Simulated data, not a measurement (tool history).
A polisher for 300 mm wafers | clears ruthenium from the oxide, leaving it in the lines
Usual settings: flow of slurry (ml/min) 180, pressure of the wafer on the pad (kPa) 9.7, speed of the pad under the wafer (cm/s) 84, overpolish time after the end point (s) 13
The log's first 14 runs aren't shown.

run,hour,flow of slurry (ml/min),pressure of the wafer on the pad (kPa),speed of the pad under the wafer (cm/s),overpolish time after the end point (s),wafers since the last listed run,wafers polished on this pad,hours since the slurry nozzle was cleaned,hours since the head pressure was calibrated,"incoming thickness of the incoming film, nm",time until the end point was called (s)
# hour 1301.5: slurry nozzle cleaned
15,1308.4,180,11.0,84,13,469,1170,6.9,274.3,70.4,93.9
16,1367.5,180,9.7,84,13,319,1490,66.0,333.4,70.5,107.8
17,1442.3,180,9.7,84,20,403,1894,140.8,408.2,70.0,107.6
18,1490.3,180,9.7,110,18,259,2153,188.8,456.2,69.9,90.6
19,1532.2,120,9.7,112,9,226,2379,230.7,498.1,70.6,92.5
20,1571.7,180,9.7,94,13,213,2592,270.2,537.6,70.1,101.7
21,1672.7,155,13.1,66,8,545,3138,371.2,638.6,70.3,94.4
22,1760.2,180,6.2,56,19,472,3610,458.7,726.1,69.1,215.5
# hour 1785.3: head pressure recalibrated
# hour 1816.1: worn pad replaced by a new one
23,1819.1,180,9.0,84,17,285,15,517.6,33.8,70.6,111.9
# hour 1892.7: slurry nozzle cleaned
24,1896.5,180,9.7,84,13,412,428,3.8,111.2,69.9,103.0
25,1944.6,135,9.7,84,13,259,688,51.9,159.3,69.8,111.5
26,1982.0,150,13.1,110,10,201,890,89.3,196.7,70.1,67.3
27,2022.9,180,9.7,84,13,220,1111,130.2,237.6,68.7,106.2
28,2129.3,145,12.4,96,5,574,1685,236.6,344.0,70.6,79.6
29,2168.2,200,11.0,112,18,210,1895,275.5,382.9,70.5,78.3
30,2211.6,180,9.7,84,5,234,2130,318.9,426.3,69.8,108.8
31,2287.7,145,13.1,114,13,410,2541,395.0,502.4,69.3,66.6
32,2384.7,120,9.7,112,9,523,3064,492.0,599.4,71.0,95.6
# hour 2446.4: worn pad replaced by a new one
33,2453.9,180,9.7,84,13,352,40,561.2,668.6,68.8,108.2
# hour 2507.8: head pressure recalibrated
34,2513.0,180,9.7,102,13,308,348,620.3,5.2,69.1,87.3
# hour 2534.0: slurry nozzle cleaned
35,2561.4,245,11.0,84,8,255,604,27.4,53.6,70.0,88.9
36,2603.0,180,9.7,110,13,224,829,69.0,95.2,70.5,85.9
37,2661.2,180,11.0,84,7,314,1143,127.2,153.4,70.7,93.4

Forecast each of these 3 alternatives for the next run:
A,2661.7,180,11.7,84,13,2,1146,127.7,153.9,70.1,?
B,2661.7,155,6.2,84,13,2,1146,127.7,153.9,70.1,?
C,2661.7,150,11.0,70,13,2,1146,127.7,153.9,70.1,?

run,time until the end point was called (s)
A,88.0
B,168.0
C,106.7
Without the tool's hidden state the same runs would have given:
run,time until the end point was called (s)
A,84.6
B,161.6
C,102.6

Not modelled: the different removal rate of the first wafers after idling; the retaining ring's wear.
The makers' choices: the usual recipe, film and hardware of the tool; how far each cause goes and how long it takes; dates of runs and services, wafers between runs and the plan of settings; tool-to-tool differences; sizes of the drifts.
